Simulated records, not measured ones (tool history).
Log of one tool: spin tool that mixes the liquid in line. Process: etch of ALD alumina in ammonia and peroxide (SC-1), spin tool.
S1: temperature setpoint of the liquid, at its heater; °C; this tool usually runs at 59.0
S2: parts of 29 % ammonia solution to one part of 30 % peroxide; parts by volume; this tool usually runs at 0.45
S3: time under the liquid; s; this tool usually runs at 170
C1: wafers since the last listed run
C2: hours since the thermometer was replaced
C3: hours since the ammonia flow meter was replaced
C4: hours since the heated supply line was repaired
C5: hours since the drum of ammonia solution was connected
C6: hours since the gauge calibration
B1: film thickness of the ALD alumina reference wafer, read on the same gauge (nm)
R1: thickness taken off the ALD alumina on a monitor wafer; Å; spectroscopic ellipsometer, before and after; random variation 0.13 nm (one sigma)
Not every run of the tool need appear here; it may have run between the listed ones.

Run 1, hour 0.0: usual settings but S3 100 s; C1 0; C2 29.6; C3 525.9; C4 1867.2; C5 622.0; C6 1064.6; B1 59.96. Result: R1 107.3 Å.
Run 2, hour 76.4: usual settings but S3 100 s; C1 647; C2 106.0; C3 602.3; C4 1943.6; C5 698.4; C6 1141.0; B1 60.04. Result: R1 108.8 Å.
Run 3, hour 155.1: usual settings; C1 666; C2 184.7; C3 681.0; C4 2022.3; C5 777.1; C6 1219.7; B1 60.00. Result: R1 184.8 Å.
Run 4, hour 249.9: usual settings; C1 802; C2 279.5; C3 775.8; C4 2117.1; C5 871.9; C6 1314.5; B1 59.98. Result: R1 182.7 Å.
Run 5, hour 330.8: usual settings; C1 685; C2 360.4; C3 856.7; C4 2198.0; C5 952.8; C6 1395.4; B1 60.00. Result: R1 181.5 Å.
Run 6, hour 368.2: usual settings; C1 316; C2 397.8; C3 894.1; C4 2235.4; C5 990.2; C6 1432.8; B1 60.02. Result: R1 183.7 Å.
At hour 379.8: new drum of ammonia solution connected.
Run 7, hour 474.4: usual settings; C1 890; C2 504.0; C3 1000.3; C4 2341.6; C5 94.6; C6 1539.0; B1 60.00. Result: R1 180.5 Å.
Run 8, hour 518.7: usual settings but S3 125 s; C1 375; C2 548.3; C3 1044.6; C4 2385.9; C5 138.9; C6 1583.3; B1 60.05. Result: R1 131.7 Å.
At hour 572.2: gauge calibrated.
Run 9, hour 625.7: usual settings but S1 53.0 °C, S2 0.30 parts by volume, S3 130 s; C1 906; C2 655.3; C3 1151.6; C4 2492.9; C5 245.9; C6 53.5; B1 60.03. Result: R1 95.1 Å.
At hour 632.9: ammonia flow meter replaced.
Run 10, hour 708.0: usual settings but S1 52.5 °C, S2 0.25 parts by volume, S3 105 s; C1 688; C2 737.6; C3 75.1; C4 2575.2; C5 328.2; C6 135.8; B1 59.96. Result: R1 74.2 Å.
At hour 753.2: heated supply line repaired.
Run 11, hour 775.3: usual settings but S1 62.5 °C, S3 210 s; C1 561; C2 804.9; C3 142.4; C4 22.1; C5 395.5; C6 203.1; B1 59.95. Result: R1 274.7 Å.
Run 12, hour 837.6: usual settings; C1 527; C2 867.2; C3 204.7; C4 84.4; C5 457.8; C6 265.4; B1 60.01. Result: R1 187.3 Å.
Run 13, hour 877.1: usual settings but S2 0.60 parts by volume, S3 145 s; C1 334; C2 906.7; C3 244.2; C4 123.9; C5 497.3; C6 304.9; B1 60.02. Result: R1 163.2 Å.
Run 14, hour 938.3: usual settings but S1 68.0 °C, S3 215 s; C1 518; C2 967.9; C3 305.4; C4 185.1; C5 558.5; C6 366.1; B1 60.00. Result: R1 371.3 Å.
Run 15, hour 1014.7: usual settings but S1 68.0 °C, S2 0.55 parts by volume, S3 120 s; C1 647; C2 1044.3; C3 381.8; C4 261.5; C5 634.9; C6 442.5; B1 60.04. Result: R1 209.4 Å.
Run 16, hour 1079.0: usual settings but S1 54.5 °C; C1 544; C2 1108.6; C3 446.1; C4 325.8; C5 699.2; C6 506.8; B1 60.00. Result: R1 144.7 Å.
Run 17, hour 1130.0: usual settings but S1 55.0 °C, S2 0.55 parts by volume, S3 210 s; C1 431; C2 1159.6; C3 497.1; C4 376.8; C5 750.2; C6 557.8; B1 59.98. Result: R1 186.6 Å.
Run 18, hour 1229.7: usual settings but S1 64.5 °C, S2 0.60 parts by volume, S3 115 s; C1 844; C2 1259.3; C3 596.8; C4 476.5; C5 849.9; C6 657.5; B1 59.99. Result: R1 167.2 Å.
Run 19, hour 1270.8: usual settings; C1 348; C2 1300.4; C3 637.9; C4 517.6; C5 891.0; C6 698.6; B1 59.99. Result: R1 181.5 Å.
Run 20, hour 1386.6: usual settings but S2 0.55 parts by volume, S3 245 s; C1 980; C2 1416.2; C3 753.7; C4 633.4; C5 1006.8; C6 814.4; B1 60.06. Result: R1 265.5 Å.
At hour 1401.6: new drum of ammonia solution connected.
Run 21, hour 1491.8: usual settings but S2 0.60 parts by volume, S3 215 s; C1 882; C2 1521.4; C3 858.9; C4 738.6; C5 90.2; C6 919.6; B1 60.03. Result: R1 231.2 Å.
Run 22, hour 1541.4: usual settings; C1 420; C2 1571.0; C3 908.5; C4 788.2; C5 139.8; C6 969.2; B1 60.00. Result: R1 180.5 Å.
Run 23, hour 1618.8: usual settings but S2 0.25 parts by volume, S3 140 s; C1 655; C2 1648.4; C3 985.9; C4 865.6; C5 217.2; C6 1046.6; B1 59.95. Result: R1 138.9 Å.
At hour 1687.4: thermometer replaced.
Run 24, hour 1724.0: usual settings; C1 882; C2 36.6; C3 1091.1; C4 970.8; C5 322.4; C6 1151.8; B1 60.03. Result: R1 188.6 Å.

Here are 5 independent what-if runs from the current tool condition. What would each one return?
Run A, hour 1724.5: usual settings but S3 230 s; C1 4; C2 37.1; C3 1091.6; C4 971.3; C5 322.9; C6 1152.3; B1 ?. Result: R1 ?.
Run B, hour 1724.5: usual settings but S3 260 s; C1 4; C2 37.1; C3 1091.6; C4 971.3; C5 322.9; C6 1152.3; B1 ?. Result: R1 ?.
Run C, hour 1724.5: usual settings but S1 61.5 °C, S3 240 s; C1 4; C2 37.1; C3 1091.6; C4 971.3; C5 322.9; C6 1152.3; B1 ?. Result: R1 ?.
Run D, hour 1724.5: usual settings but S1 63.0 °C, S2 0.30 parts by volume, S3 240 s; C1 4; C2 37.1; C3 1091.6; C4 971.3; C5 322.9; C6 1152.3; B1 ?. Result: R1 ?.
Run E, hour 1724.5: usual settings but S2 0.30 parts by volume, S3 85 s; C1 4; C2 37.1; C3 1091.6; C4 971.3; C5 322.9; C6 1152.3; B1 ?. Result: R1 ?.

run     B1     R1
  A  60.03  254.2
  B  60.03  287.4
  C  60.03  301.7
  D  60.03  313.3
  E  60.03   90.4
Had the tool no hidden state, the same runs would have come out as:
run     R1
  A  259.0
  B  292.8
  C  307.3
  D  319.0
  E   92.1

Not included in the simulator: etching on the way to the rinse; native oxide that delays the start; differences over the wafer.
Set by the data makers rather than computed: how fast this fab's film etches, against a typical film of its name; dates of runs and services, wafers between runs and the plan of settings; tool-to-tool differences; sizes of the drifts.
